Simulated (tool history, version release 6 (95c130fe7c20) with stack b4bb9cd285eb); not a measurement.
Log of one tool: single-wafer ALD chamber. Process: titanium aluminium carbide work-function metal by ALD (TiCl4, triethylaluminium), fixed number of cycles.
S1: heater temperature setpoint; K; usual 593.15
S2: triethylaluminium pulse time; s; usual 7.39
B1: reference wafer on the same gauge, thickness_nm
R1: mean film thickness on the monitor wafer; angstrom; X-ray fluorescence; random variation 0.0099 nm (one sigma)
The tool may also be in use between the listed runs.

{"run": 1, "hour": 0.0, "S1": 593.15, "S2": 7.39, "B1": 2.131, "R1": 20.11}
{"run": 2, "hour": 79.4, "S1": 593.15, "S2": 7.39, "B1": 2.133, "R1": 20.25}
{"run": 3, "hour": 128.2, "S1": 593.15, "S2": 7.39, "B1": 2.127, "R1": 19.95}
{"run": 4, "hour": 204.7, "S1": 593.15, "S2": 7.39, "B1": 2.129, "R1": 20.0}
{"run": 5, "hour": 290.4, "S1": 600.15, "S2": 7.39, "B1": 2.131, "R1": 20.54}
{"run": 6, "hour": 361.7, "S1": 600.15, "S2": 7.39, "B1": 2.129, "R1": 20.61}
{"run": 7, "hour": 417.6, "S1": 593.15, "S2": 7.39, "B1": 2.126, "R1": 20.1}
{"run": 8, "hour": 475.3, "S1": 593.15, "S2": 7.39, "B1": 2.129, "R1": 19.97}
{"run": 9, "hour": 523.6, "S1": 593.15, "S2": 7.39, "B1": 2.131, "R1": 20.07}
{"hour": 576.8, "done": "gauge calibrated"}
{"run": 10, "hour": 612.4, "S1": 586.15, "S2": 7.39, "B1": 2.131, "R1": 19.57}
{"run": 11, "hour": 658.6, "S1": 586.15, "S2": 7.39, "B1": 2.128, "R1": 19.29}
{"hour": 709.6, "done": "showerhead replaced"}
{"run": 12, "hour": 748.4, "S1": 593.15, "S2": 7.39, "B1": 2.128, "R1": 20.04}
{"run": 13, "hour": 970.0, "S1": 585.15, "S2": 8.19, "B1": 2.13, "R1": 19.52}
{"run": 14, "hour": 1055.5, "S1": 597.15, "S2": 9.38, "B1": 2.126, "R1": 20.9}
{"run": 15, "hour": 1110.1, "S1": 593.15, "S2": 7.39, "B1": 2.13, "R1": 19.98}
{"hour": 1150.7, "done": "thermocouple changed; heater temperature recalibrated"}
{"run": 16, "hour": 1206.9, "S1": 593.15, "S2": 7.39, "B1": 2.132, "R1": 20.16}
{"run": 17, "hour": 1282.6, "S1": 584.15, "S2": 5.45, "B1": 2.131, "R1": 18.47}

The next listed run, before its measurement:
{"hour": 1393.2, "done": "triethylaluminium bottle replaced"}
{"run": 18, "hour": 1393.7, "S1": 593.15, "S2": 7.39, "B1": "?", "R1": "?"}

{"run 18": {"B1": 2.13, "R1": 20.16}}
Without the tool's hidden state the same run would have given R1 20.16 angstrom.

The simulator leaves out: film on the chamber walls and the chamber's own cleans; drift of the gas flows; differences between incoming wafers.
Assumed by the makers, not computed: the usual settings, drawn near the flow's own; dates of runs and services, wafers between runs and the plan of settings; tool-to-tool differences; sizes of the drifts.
